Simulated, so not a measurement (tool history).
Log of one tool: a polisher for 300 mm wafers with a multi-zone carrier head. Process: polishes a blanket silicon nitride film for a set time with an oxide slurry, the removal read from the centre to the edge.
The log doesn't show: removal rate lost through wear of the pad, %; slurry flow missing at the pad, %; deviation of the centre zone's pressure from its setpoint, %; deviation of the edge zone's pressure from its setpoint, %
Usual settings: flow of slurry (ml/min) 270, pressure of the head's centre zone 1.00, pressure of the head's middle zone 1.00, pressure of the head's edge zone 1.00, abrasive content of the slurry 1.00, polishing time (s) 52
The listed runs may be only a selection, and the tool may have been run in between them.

run	hour	flow of slurry (ml/min)	pressure of the head's centre zone	pressure of the head's middle zone	pressure of the head's edge zone	abrasive content of the slurry	polishing time (s)	wafers since the last listed run	wafers polished on this pad	hours since the slurry nozzle was cleaned	hours since the centre zone pressure was calibrated	hours since the edge zone pressure was calibrated	hours since the carrier head's membrane was replaced	incoming thickness of the incoming film, nm	film removed at the wafer's centre (nm)	film removed at mid-radius (nm)	film removed at the wafer's edge (nm)
1	0.0	330	0.89	1.00	0.93	1.00	60	0	887	449.3	183.6	1224.5	1202.7	328.1	48.8	52.8	53.7
# hour 11.7: slurry nozzle cleaned
2	15.5	270	1.00	1.00	1.09	1.00	52	185	1073	3.8	199.1	1240.0	1218.2	329.7	46.0	44.3	48.5
3	27.4	310	1.00	1.00	1.00	1.00	52	152	1225	15.7	211.0	1251.9	1230.1	335.6	47.2	45.6	45.9
# hour 44.5: worn pad replaced by a new one, of another model than before
4	45.0	270	1.00	1.00	1.00	1.00	52	174	6	33.3	228.6	1269.5	1247.7	330.6	47.8	47.7	48.4
5	59.3	270	1.00	1.10	1.00	1.00	69	183	189	47.6	242.9	1283.8	1262.0	327.9	63.7	67.8	63.3
6	74.1	270	1.00	0.93	1.00	1.00	52	189	379	62.4	257.7	1298.6	1276.8	330.2	46.8	43.7	47.5
# hour 84.8: carrier head's membrane replaced by a new one
# hour 88.1: edge zone pressure recalibrated
7	88.6	270	1.00	1.08	1.00	1.00	35	96	475	76.9	272.2	0.5	3.8	329.9	32.0	33.9	32.1
8	105.5	270	1.00	1.00	1.00	1.00	52	216	691	93.8	289.1	17.4	20.7	329.4	46.6	45.2	47.2
9	115.8	270	1.00	1.00	1.00	1.00	52	131	823	104.1	299.4	27.7	31.0	330.0	47.1	45.1	47.8
10	125.6	330	1.00	0.96	1.00	1.00	52	125	949	113.9	309.2	37.5	40.8	330.2	48.0	44.8	47.7
11	141.7	270	1.00	1.00	1.00	1.00	52	206	1155	130.0	325.3	53.6	56.9	331.1	46.8	44.0	45.7
12	149.7	270	1.00	1.00	1.00	1.00	52	102	1257	138.0	333.3	61.6	64.9	326.8	45.9	45.8	46.5
# hour 162.0: worn pad replaced by a new one
13	174.8	270	1.00	0.93	1.04	0.70	67	270	163	163.1	358.4	86.7	90.0	336.4	47.2	43.0	48.1
# hour 196.0: centre zone pressure recalibrated
14	225.0	270	1.00	0.92	1.00	1.00	52	617	781	213.3	29.0	136.9	140.2	323.6	47.3	43.0	47.7
15	239.9	270	1.00	1.00	1.00	1.00	52	190	972	228.2	43.9	151.8	155.1	324.1	46.9	46.3	46.7
16	253.6	215	1.07	0.93	1.00	1.00	42	175	1147	241.9	57.6	165.5	168.8	327.2	38.0	32.8	36.8
17	263.7	270	1.00	1.00	1.00	1.00	52	129	1276	252.0	67.7	175.6	178.9	328.4	46.3	44.3	46.6
# hour 274.3: worn pad replaced by a new one
18	274.8	270	1.08	1.00	1.00	1.00	35	90	6	263.1	78.8	186.7	190.0	329.4	35.4	31.6	33.2
19	319.5	270	1.11	1.00	1.00	1.00	52	572	578	307.8	123.5	231.4	234.7	328.6	53.0	46.4	47.8
20	328.9	350	1.00	0.96	1.00	1.00	52	120	698	317.2	132.9	240.8	244.1	329.8	49.9	46.4	50.0
21	337.1	270	1.00	0.88	1.00	1.00	70	105	803	325.4	141.1	249.0	252.3	336.0	62.7	56.9	64.1
22	348.3	270	1.00	1.00	1.00	1.15	63	143	947	336.6	152.3	260.2	263.5	328.3	61.8	60.2	62.3

Forecast each of these 4 alternatives for the next run:
A	348.7	270	1.00	1.00	1.00	1.00	52	5	952	337.0	152.7	260.6	263.9	326.1	?	?	?
B	348.7	270	1.00	0.95	1.00	1.00	52	5	952	337.0	152.7	260.6	263.9	326.1	?	?	?
C	348.7	240	1.00	1.00	1.00	1.00	64	5	952	337.0	152.7	260.6	263.9	326.1	?	?	?
D	348.7	190	1.00	1.00	1.00	1.00	52	5	952	337.0	152.7	260.6	263.9	326.1	?	?	?

run	film removed at the wafer's centre (nm)	film removed at mid-radius (nm)	film removed at the wafer's edge (nm)
A	46.9	46.2	48.0
B	46.9	44.2	48.0
C	56.4	55.6	58.1
D	42.7	42.4	45.1
Without the tool's unlogged condition, the same runs would have read:
run	film removed at the wafer's centre (nm)	film removed at mid-radius (nm)	film removed at the wafer's edge (nm)
A	48.5	47.8	49.7
B	48.5	45.7	49.7
C	58.4	57.5	60.1
D	44.2	43.9	46.6
